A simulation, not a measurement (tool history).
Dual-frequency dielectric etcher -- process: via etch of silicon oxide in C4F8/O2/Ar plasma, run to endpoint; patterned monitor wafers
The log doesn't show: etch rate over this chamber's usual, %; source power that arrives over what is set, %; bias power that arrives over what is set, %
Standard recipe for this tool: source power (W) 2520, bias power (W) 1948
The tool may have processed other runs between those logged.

| run | hour | source power (W) | bias power (W) | wafers since the last listed run | hours since the last wet clean | hours since the last source power generator calibration | hours since the last bias power generator calibration | hours since the last upper electrode change | incoming incoming film thickness, nm | endpoint time (s) |
|---|---|---|---|---|---|---|---|---|---|---|
| 1 | 0 | 2520 | 1948 | 0 | 282.7 | 1622.6 | 2986.4 | 5804 | 1025.6 | 182 |
| 2 | 32.4 | 2520 | 1948 | 206 | 315.1 | 1655 | 3018.8 | 5836.4 | 1027.6 | 181.9 |
| 3 | 62.6 | 2520 | 1948 | 192 | 345.3 | 1685.2 | 3049 | 5866.6 | 1033.9 | 184.5 |
| 4 | 96.2 | 2520 | 1948 | 214 | 378.9 | 1718.8 | 3082.6 | 5900.2 | 1038.1 | 182.7 |
| 5 | 115.7 | 2520 | 1948 | 124 | 398.4 | 1738.3 | 3102.1 | 5919.7 | 1034.1 | 182.7 |
| 6 | 139.2 | 2520 | 1948 | 149 | 421.9 | 1761.8 | 3125.6 | 5943.2 | 1037.9 | 184.4 |
| 7 | 156.5 | 2520 | 1948 | 110 | 439.2 | 1779.1 | 3142.9 | 5960.5 | 1037.5 | 183.8 |
| 8 | 173.6 | 2520 | 1948 | 109 | 456.3 | 1796.2 | 3160 | 5977.6 | 1038.9 | 183.5 |
|  | 237 | bias power generator calibrated |
|  | 253.1 | upper electrode replaced |
| 9 | 261.4 | 2520 | 1948 | 432 | 544.1 | 1884 | 24.4 | 8.3 | 1037.5 | 184.7 |
|  | 290.8 | wet clean of the chamber |
| 10 | 291.3 | 2520 | 2303 | 37 | 0.5 | 1913.9 | 54.3 | 38.2 | 1035.4 | 173.7 |
| 11 | 298 | 2520 | 2303 | 42 | 7.2 | 1920.6 | 61 | 44.9 | 1034.4 | 173.5 |
| 12 | 322.1 | 2520 | 2303 | 153 | 31.3 | 1944.7 | 85.1 | 69 | 1026.1 | 172 |
| 13 | 358.1 | 1950 | 2341 | 229 | 67.3 | 1980.7 | 121.1 | 105 | 1039.5 | 192.3 |
| 14 | 376.8 | 2810 | 2173 | 119 | 86 | 1999.4 | 139.8 | 123.7 | 1027.9 | 169.6 |
|  | 393 | source power generator calibrated |
| 15 | 405.1 | 2520 | 1948 | 155 | 114.3 | 12.1 | 168.1 | 152 | 1034.7 | 181.5 |
| 16 | 423 | 2520 | 2284 | 114 | 132.2 | 30 | 186 | 169.9 | 1030.6 | 170.4 |
| 17 | 453.7 | 2980 | 1462 | 195 | 162.9 | 60.7 | 216.7 | 200.6 | 1030.9 | 185.5 |
| 18 | 487.4 | 2520 | 1948 | 215 | 196.6 | 94.4 | 250.4 | 234.3 | 1033.1 | 180.5 |
| 19 | 514 | 2520 | 1948 | 169 | 223.2 | 121 | 277 | 260.9 | 1025.5 | 178.8 |
| 20 | 531.2 | 2780 | 1766 | 109 | 240.4 | 138.2 | 294.2 | 278.1 | 1038.5 | 180.1 |
| 21 | 553.8 | 2980 | 1822 | 144 | 263 | 160.8 | 316.8 | 300.7 | 1032.9 | 172.2 |
| 22 | 568.9 | 1900 | 1648 | 96 | 278.1 | 175.9 | 331.9 | 315.8 | 1022.1 | 211.7 |
| 23 | 590.1 | 2730 | 1478 | 135 | 299.3 | 197.1 | 353.1 | 337 | 1044.3 | 193.4 |
| 24 | 623 | 2780 | 2224 | 209 | 332.2 | 230 | 386 | 369.9 | 1041.7 | 166.5 |
| 25 | 654.3 | 2840 | 2164 | 199 | 363.5 | 261.3 | 417.3 | 401.2 | 1030.9 | 166.7 |
| 26 | 676.6 | 2190 | 2096 | 142 | 385.8 | 283.6 | 439.6 | 423.5 | 1028.1 | 184.7 |
| 27 | 697.1 | 2520 | 1618 | 130 | 406.3 | 304.1 | 460.1 | 444 | 1041.1 | 194.1 |
| 28 | 730.1 | 3010 | 2188 | 210 | 439.3 | 337.1 | 493.1 | 477 | 1033.5 | 161.5 |
| 29 | 746.2 | 2780 | 1738 | 102 | 455.4 | 353.2 | 509.2 | 493.1 | 1032.6 | 180.4 |
| 30 | 778.5 | 2520 | 1948 | 206 | 487.7 | 385.5 | 541.5 | 525.4 | 1030 | 180.6 |
| 31 | 812.4 | 3010 | 2188 | 216 | 521.6 | 419.4 | 575.4 | 559.3 | 1033.4 | 162.6 |
| 32 | 824.6 | 2910 | 1948 | 77 | 533.8 | 431.6 | 587.6 | 571.5 | 1032.7 | 170.9 |
| 33 | 846.9 | 2350 | 1662 | 142 | 556.1 | 453.9 | 609.9 | 593.8 | 1028.8 | 196.2 |
| 34 | 878.2 | 2160 | 1625 | 199 | 587.4 | 485.2 | 641.2 | 625.1 | 1018.6 | 201.6 |
|  | 964.4 | wet clean of the chamber |
| 35 | 964.9 | 3050 | 2123 | 400 | 0.5 | 571.9 | 727.9 | 711.8 | 1027.8 | 163.4 |

Results for each run, recomputed without the tool's hidden state and with each run's random variation untouched:
| run | endpoint time (s) |
|---|---|
| 1 | 179.8 |
| 2 | 179.7 |
| 3 | 182 |
| 4 | 180.2 |
| 5 | 180.1 |
| 6 | 181.7 |
| 7 | 181.1 |
| 8 | 180.7 |
| 9 | 181.5 |
| 10 | 170.6 |
| 11 | 170.4 |
| 12 | 168.8 |
| 13 | 188.7 |
| 14 | 166.3 |
| 15 | 181.2 |
| 16 | 170.1 |
| 17 | 185.1 |
| 18 | 180.2 |
| 19 | 178.4 |
| 20 | 179.7 |
| 21 | 171.8 |
| 22 | 211.2 |
| 23 | 193 |
| 24 | 166.1 |
| 25 | 166.3 |
| 26 | 184.2 |
| 27 | 193.6 |
| 28 | 161.1 |
| 29 | 179.9 |
| 30 | 180.1 |
| 31 | 162.1 |
| 32 | 170.4 |
| 33 | 195.6 |
| 34 | 200.9 |
| 35 | 162.8 |
